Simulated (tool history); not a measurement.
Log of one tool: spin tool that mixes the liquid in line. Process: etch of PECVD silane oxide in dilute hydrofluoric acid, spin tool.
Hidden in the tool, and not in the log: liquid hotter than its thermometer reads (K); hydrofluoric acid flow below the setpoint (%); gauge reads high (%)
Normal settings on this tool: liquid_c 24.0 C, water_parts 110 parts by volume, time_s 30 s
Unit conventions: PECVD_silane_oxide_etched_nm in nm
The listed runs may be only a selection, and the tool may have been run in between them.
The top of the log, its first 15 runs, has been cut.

run,hour,liquid_c,water_parts,time_s,wafers since the last listed run,hours since the thermometer was replaced,hours since the hydrofluoric acid flow meter was replaced,hours since the gauge calibration,"read-back film thickness of the PECVD silane oxide reference wafer, read on the same gauge (nm)",PECVD_silane_oxide_etched_nm
16,976.6,24.0,110,45,725,365.6,1818.8,581.9,150.00,15.62
17,1047.3,24.0,65,30,1103,436.3,1889.5,652.6,150.01,18.76
18,1085.7,22.0,90,15,599,474.7,1927.9,691.0,150.03,6.03
19,1122.8,22.5,110,50,579,511.8,1965.0,728.1,150.00,16.37
20,1171.0,24.0,110,30,752,560.0,2013.2,776.3,150.02,10.36
21,1241.8,26.5,65,15,1105,630.8,2084.0,847.1,149.97,10.29
# hour 1290.4: hydrofluoric acid flow meter replaced
22,1290.9,24.0,110,30,750,679.9,0.5,896.2,150.00,10.44
23,1326.0,28.5,110,20,547,715.0,35.6,931.3,149.96,8.26
24,1378.9,24.0,110,30,825,767.9,88.5,984.2,150.01,10.43
25,1434.7,24.0,110,30,870,823.7,144.3,1040.0,150.00,10.51
26,1603.4,28.0,75,15,2633,992.4,313.0,1208.7,149.99,9.36
27,1635.6,20.5,80,20,502,1024.6,345.2,1240.9,149.98,8.65
28,1832.6,26.5,70,15,3074,1221.6,542.2,1437.9,150.05,9.56
29,1896.7,21.5,110,40,1000,1285.7,606.3,1502.0,149.98,12.67
30,1964.4,28.0,75,30,1056,1353.4,674.0,1569.7,149.96,18.82
31,2008.0,19.5,80,20,680,1397.0,717.6,1613.3,150.04,8.32
32,2036.2,25.5,130,15,440,1425.2,745.8,1641.5,150.01,4.62
33,2061.3,24.0,110,30,391,1450.3,770.9,1666.6,149.97,10.54

Alternative continuations, all from the tool just after run 33; predict every row:
A,2061.7,24.0,80,30,6,1450.7,771.3,1667.0,?,?
B,2061.7,24.0,110,15,6,1450.7,771.3,1667.0,?,?
C,2061.7,19.5,130,50,6,1450.7,771.3,1667.0,?,?
D,2061.7,21.5,140,15,6,1450.7,771.3,1667.0,?,?

run,"read-back film thickness of the PECVD silane oxide reference wafer, read on the same gauge (nm)",PECVD_silane_oxide_etched_nm
A,150.03,15.00
B,150.03,5.26
C,150.03,12.11
D,150.03,3.62
Had the tool no hidden state, the same runs would have come out as:
run,PECVD_silane_oxide_etched_nm
A,14.78
B,5.18
C,11.93
D,3.56
